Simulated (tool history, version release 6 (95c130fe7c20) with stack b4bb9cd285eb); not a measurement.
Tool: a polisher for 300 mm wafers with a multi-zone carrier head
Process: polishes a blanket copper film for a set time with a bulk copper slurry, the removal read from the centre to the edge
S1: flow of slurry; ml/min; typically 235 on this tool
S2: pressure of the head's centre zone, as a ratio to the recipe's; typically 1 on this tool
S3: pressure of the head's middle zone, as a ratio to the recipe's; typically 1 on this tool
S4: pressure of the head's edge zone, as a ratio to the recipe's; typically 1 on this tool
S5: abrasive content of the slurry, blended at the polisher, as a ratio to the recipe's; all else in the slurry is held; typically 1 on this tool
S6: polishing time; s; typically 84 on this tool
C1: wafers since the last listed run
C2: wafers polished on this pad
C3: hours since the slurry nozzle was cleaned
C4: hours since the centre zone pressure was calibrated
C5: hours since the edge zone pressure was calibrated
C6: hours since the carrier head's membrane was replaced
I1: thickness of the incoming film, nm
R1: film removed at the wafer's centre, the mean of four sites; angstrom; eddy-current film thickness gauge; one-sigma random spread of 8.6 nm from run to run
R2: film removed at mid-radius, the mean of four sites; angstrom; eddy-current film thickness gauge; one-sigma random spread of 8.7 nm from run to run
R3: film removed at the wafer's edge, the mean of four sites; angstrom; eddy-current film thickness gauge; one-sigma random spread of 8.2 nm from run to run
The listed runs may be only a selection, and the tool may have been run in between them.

run,hour,S1,S2,S3,S4,S5,S6,C1,C2,C3,C4,C5,C6,I1,R1,R2,R3
1,0,235,1,1,1,1,84,0,2733,620.4,156.2,713.6,476.4,2059.1,5518,5967,5810
# hour 24.7: worn pad replaced by a new one
# hour 53.6: slurry nozzle cleaned
2,67.7,210,1,1,1,1,75,750,502,14.1,223.9,781.3,544.1,2110.4,4861,5238,5082
3,134.2,295,1,1,1,1,84,795,1298,80.6,290.4,847.8,610.6,2076.3,5586,6079,5747
4,179.6,295,1,1,1,1,84,543,1841,126,335.8,893.2,656,2075.9,5591,6112,5722
5,232.8,235,1,1,1,1,84,636,2478,179.2,389,946.4,709.2,2056.5,5444,6041,5750
6,284.6,235,1,1,1,1,84,619,3097,231,440.8,998.2,761,2038.9,5595,5936,5851
# hour 292.6: worn pad replaced by a new one
7,455.2,235,1,1,1,1,84,1993,1945,401.6,611.4,1168.8,931.6,2066.5,5534,5923,5829
# hour 480.1: edge zone pressure recalibrated
8,560.1,190,1,1,1,1,84,1231,3177,506.5,716.3,80,1036.5,2114,5362,5876,5662
# hour 576.8: worn pad replaced by a new one
9,642,235,0.95,1,1,1,70,932,780,588.4,798.2,161.9,1118.4,2049.6,4317,4958,4736
# hour 676: centre zone pressure recalibrated
10,686.5,160,1,1.08,0.94,1.3,84,508,1288,632.9,10.5,206.4,1162.9,2064,5684,6238,5718
# hour 700.7: carrier head's membrane replaced by a new one
# hour 744.7: slurry nozzle cleaned
11,763,235,1,1,1.06,1.2,84,843,2132,18.3,87,282.9,62.3,2087.6,5838,6307,6234
# hour 833.7: worn pad replaced by a new one
12,869.5,210,1,1,1,1,75,1226,428,124.8,193.5,389.4,168.8,2094.6,4876,5399,5157
13,912.3,295,1.07,1,1,1,84,512,940,167.6,236.3,432.2,211.6,2055.9,6030,6082,5951
14,980.8,305,0.91,1,1.06,1,93,819,1760,236.1,304.8,500.7,280.1,2033,5638,6737,6749
15,1065.9,235,1,1,1,1.1,84,1018,2778,321.2,389.9,585.8,365.2,2094.7,5691,5956,5941
# hour 1091.3: worn pad replaced by a new one
16,1131.4,290,0.93,1,1,1,84,735,480,386.7,455.4,651.3,430.7,2058.3,5222,5867,5770
17,1227.2,235,1,1,1,0.9,84,1146,1626,482.5,551.2,747.1,526.5,2071.4,5518,5621,5569
18,1311.3,235,1,1,1.09,1.1,84,1006,2632,566.6,635.3,831.2,610.6,2097.4,5565,6089,6141

3 ways to go on from here, each from the tool as it stands after run 18. What would each give?
A,1311.7,235,1,1,1,1,70,4,2637,567,635.7,831.6,611,2048.3,?,?,?
B,1311.7,235,0.94,1,0.89,1.1,68,4,2637,567,635.7,831.6,611,2048.3,?,?,?
C,1311.7,235,1,0.96,1,1,84,4,2637,567,635.7,831.6,611,2048.3,?,?,?

run,R1,R2,R3
A,4511,5075,4834
B,4213,5048,4551
C,5412,5929,5804
Without the tool's unlogged condition, the same runs would have read:
run,R1,R2,R3
A,4776,5074,4834
B,4462,5047,4551
C,5730,5928,5804
